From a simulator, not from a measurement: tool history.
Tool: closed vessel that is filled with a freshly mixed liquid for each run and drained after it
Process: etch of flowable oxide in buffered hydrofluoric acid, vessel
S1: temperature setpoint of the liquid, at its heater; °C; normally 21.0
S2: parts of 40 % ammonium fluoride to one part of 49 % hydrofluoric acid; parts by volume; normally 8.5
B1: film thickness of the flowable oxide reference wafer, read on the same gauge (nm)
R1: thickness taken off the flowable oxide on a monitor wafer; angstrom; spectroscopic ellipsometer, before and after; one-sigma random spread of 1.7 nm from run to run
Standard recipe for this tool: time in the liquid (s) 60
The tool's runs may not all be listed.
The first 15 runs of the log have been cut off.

{"run": 16, "hour": 307.9, "S1": 17.5, "S2": 7.0, "time in the liquid (s)": 95, "B1": 60.01, "R1": 4141.4}
{"run": 17, "hour": 321.8, "S1": 23.0, "S2": 8.5, "time in the liquid (s)": 75, "B1": 60.01, "R1": 3590.3}
{"hour": 329.8, "done": "thermometer replaced"}
{"run": 18, "hour": 348.2, "S1": 17.0, "S2": 10.5, "time in the liquid (s)": 60, "B1": 60.02, "R1": 1841.6}
{"run": 19, "hour": 362.4, "S1": 25.5, "S2": 8.5, "time in the liquid (s)": 60, "B1": 59.99, "R1": 3515.6}
{"run": 20, "hour": 394.5, "S1": 21.0, "S2": 6.0, "time in the liquid (s)": 60, "B1": 60.02, "R1": 3874.0}
{"run": 21, "hour": 406.7, "S1": 17.0, "S2": 8.5, "time in the liquid (s)": 50, "B1": 59.99, "R1": 1800.8}
{"run": 22, "hour": 422.1, "S1": 17.5, "S2": 10.0, "time in the liquid (s)": 60, "B1": 59.99, "R1": 1951.6}
{"run": 23, "hour": 466.5, "S1": 24.0, "S2": 9.5, "time in the liquid (s)": 95, "B1": 60.01, "R1": 4595.6}
{"run": 24, "hour": 481.2, "S1": 21.0, "S2": 8.5, "time in the liquid (s)": 60, "B1": 60.0, "R1": 2713.8}
{"run": 25, "hour": 510.9, "S1": 24.0, "S2": 11.5, "time in the liquid (s)": 60, "B1": 59.99, "R1": 2435.1}
{"hour": 531.1, "done": "gauge calibrated"}
{"run": 26, "hour": 539.0, "S1": 18.5, "S2": 7.5, "time in the liquid (s)": 90, "B1": 59.99, "R1": 4088.7}
{"run": 27, "hour": 553.3, "S1": 19.5, "S2": 8.5, "time in the liquid (s)": 40, "B1": 60.0, "R1": 1660.7}
{"run": 28, "hour": 574.6, "S1": 24.5, "S2": 7.5, "time in the liquid (s)": 70, "B1": 60.01, "R1": 4335.8}
{"run": 29, "hour": 604.1, "S1": 21.0, "S2": 8.5, "time in the liquid (s)": 60, "B1": 60.01, "R1": 2675.2}
{"run": 30, "hour": 633.5, "S1": 18.0, "S2": 8.5, "time in the liquid (s)": 45, "B1": 60.0, "R1": 1723.7}
{"run": 31, "hour": 667.7, "S1": 25.5, "S2": 8.5, "time in the liquid (s)": 75, "B1": 60.01, "R1": 4312.7}
{"run": 32, "hour": 696.9, "S1": 19.5, "S2": 11.0, "time in the liquid (s)": 85, "B1": 59.99, "R1": 2828.2}
{"run": 33, "hour": 717.6, "S1": 21.0, "S2": 8.5, "time in the liquid (s)": 60, "B1": 60.01, "R1": 2679.0}

What if the next run were any one of these 4? Each begins from the tool's condition after run 33:
{"run": "A", "hour": 718.3, "S1": 21.0, "S2": 8.5, "time in the liquid (s)": 60, "B1": "?", "R1": "?"}
{"run": "B", "hour": 718.3, "S1": 21.0, "S2": 10.0, "time in the liquid (s)": 60, "B1": "?", "R1": "?"}
{"run": "C", "hour": 718.3, "S1": 22.5, "S2": 8.5, "time in the liquid (s)": 60, "B1": "?", "R1": "?"}
{"run": "D", "hour": 718.3, "S1": 21.0, "S2": 10.0, "time in the liquid (s)": 40, "B1": "?", "R1": "?"}

run=A B1=60.00 R1=2715.8
run=B B1=60.00 R1=2388.4
run=C B1=60.00 R1=2951.4
run=D B1=60.00 R1=1592.3
With the hidden condition removed and each run's random variation left untouched, the same runs would have given:
run=A R1=2784.7
run=B R1=2449.1
run=C R1=3025.5
run=D R1=1632.7
